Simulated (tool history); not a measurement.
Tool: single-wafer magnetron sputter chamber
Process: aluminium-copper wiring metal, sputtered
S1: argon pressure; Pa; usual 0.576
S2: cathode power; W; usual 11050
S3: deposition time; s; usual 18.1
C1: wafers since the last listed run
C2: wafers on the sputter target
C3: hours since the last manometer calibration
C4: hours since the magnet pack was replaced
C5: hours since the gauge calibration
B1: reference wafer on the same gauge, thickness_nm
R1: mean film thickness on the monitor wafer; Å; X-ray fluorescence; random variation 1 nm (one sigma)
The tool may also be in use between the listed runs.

{"run": 1, "hour": 0.0, "S1": 0.576, "S2": 11050, "S3": 18.1, "C1": 0, "C2": 2495, "C3": 1206.5, "C4": 6759.2, "C5": 38.6, "B1": 325.308, "R1": 3010.48}
{"run": 2, "hour": 37.6, "S1": 0.576, "S2": 11050, "S3": 18.1, "C1": 831, "C2": 3326, "C3": 1244.1, "C4": 6796.8, "C5": 76.2, "B1": 324.945, "R1": 3018.17}
{"run": 3, "hour": 142.9, "S1": 0.442, "S2": 11050, "S3": 18.1, "C1": 2328, "C2": 5655, "C3": 1349.4, "C4": 6902.1, "C5": 181.5, "B1": 324.834, "R1": 3348.23}
{"hour": 203.7, "done": "sputter target and shields replaced"}
{"run": 4, "hour": 222.2, "S1": 0.576, "S2": 11050, "S3": 20.6, "C1": 1576, "C2": 408, "C3": 1428.7, "C4": 6981.4, "C5": 260.8, "B1": 325.057, "R1": 3467.78}
{"run": 5, "hour": 264.8, "S1": 0.576, "S2": 11050, "S3": 20.6, "C1": 942, "C2": 1350, "C3": 1471.3, "C4": 7024.0, "C5": 303.4, "B1": 325.14, "R1": 3454.8}
{"run": 6, "hour": 312.1, "S1": 0.576, "S2": 11050, "S3": 20.6, "C1": 1046, "C2": 2396, "C3": 1518.6, "C4": 7071.3, "C5": 350.7, "B1": 324.98, "R1": 3460.55}
{"hour": 402.9, "done": "magnet pack replaced, of another model than before"}
{"run": 7, "hour": 403.4, "S1": 0.728, "S2": 11050, "S3": 19.9, "C1": 1842, "C2": 4239, "C3": 1609.9, "C4": 0.5, "C5": 442.0, "B1": 325.101, "R1": 3063.15}
{"run": 8, "hour": 490.7, "S1": 0.576, "S2": 11050, "S3": 20.8, "C1": 1930, "C2": 6169, "C3": 1697.2, "C4": 87.8, "C5": 529.3, "B1": 325.183, "R1": 3425.89}

Forecast run 9:
{"hour": 515.4, "done": "sputter target and shields replaced"}
{"run": 9, "hour": 542.0, "S1": 0.384, "S2": 10250, "S3": 18.1, "C1": 957, "C2": 589, "C3": 1748.5, "C4": 139.1, "C5": 580.6, "B1": "?", "R1": "?"}

{"run 9": {"B1": 325.092, "R1": 3189.97}}
Without the tool's hidden state the same run would have given R1 3198.31 Å.
